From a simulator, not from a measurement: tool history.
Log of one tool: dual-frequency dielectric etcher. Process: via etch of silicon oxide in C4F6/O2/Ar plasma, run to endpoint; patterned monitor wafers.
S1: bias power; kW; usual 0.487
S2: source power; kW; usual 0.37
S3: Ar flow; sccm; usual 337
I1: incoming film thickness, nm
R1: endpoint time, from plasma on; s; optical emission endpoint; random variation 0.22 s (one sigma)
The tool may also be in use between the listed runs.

run 1 hour=0 | S1=0.487 S2=0.37 S3=297 | I1=103.9 | R1=24.1
run 2 hour=12.5 | S1=0.487 S2=0.37 S3=337 | I1=102.6 | R1=24.6
run 3 hour=47.1 | S1=0.487 S2=0.37 S3=337 | I1=103.2 | R1=24.2
run 4 hour=77.1 | S1=0.487 S2=0.37 S3=337 | I1=103 | R1=24.2
-- hour=150.6 wet clean of the chamber
run 5 hour=173.3 | S1=0.52 S2=0.37 S3=337 | I1=103.2 | R1=24.6
-- hour=203.2 source power generator calibrated
run 6 hour=206.3 | S1=0.52 S2=0.37 S3=337 | I1=102.4 | R1=24.6
-- hour=212.9 Ar flow controller replaced
-- hour=230.7 bias power generator calibrated
-- hour=252.6 upper electrode replaced
run 7 hour=253.1 | S1=0.487 S2=0.37 S3=337 | I1=102.2 | R1=24.7
run 8 hour=261.4 | S1=0.487 S2=0.37 S3=337 | I1=102.2 | R1=24.5
run 9 hour=282.6 | S1=0.367 S2=0.42 S3=268 | I1=103.8 | R1=25
run 10 hour=318.3 | S1=0.448 S2=0.43 S3=380 | I1=102.2 | R1=24.1
run 11 hour=350.2 | S1=0.487 S2=0.37 S3=337 | I1=103.2 | R1=24.6

Forecast run 12:
run 12 hour=363.3 | S1=0.487 S2=0.37 S3=337 | I1=103.1 | R1=?

R1: 24.6 s
Without the tool's hidden state the same run would have given R1 25.1 s.
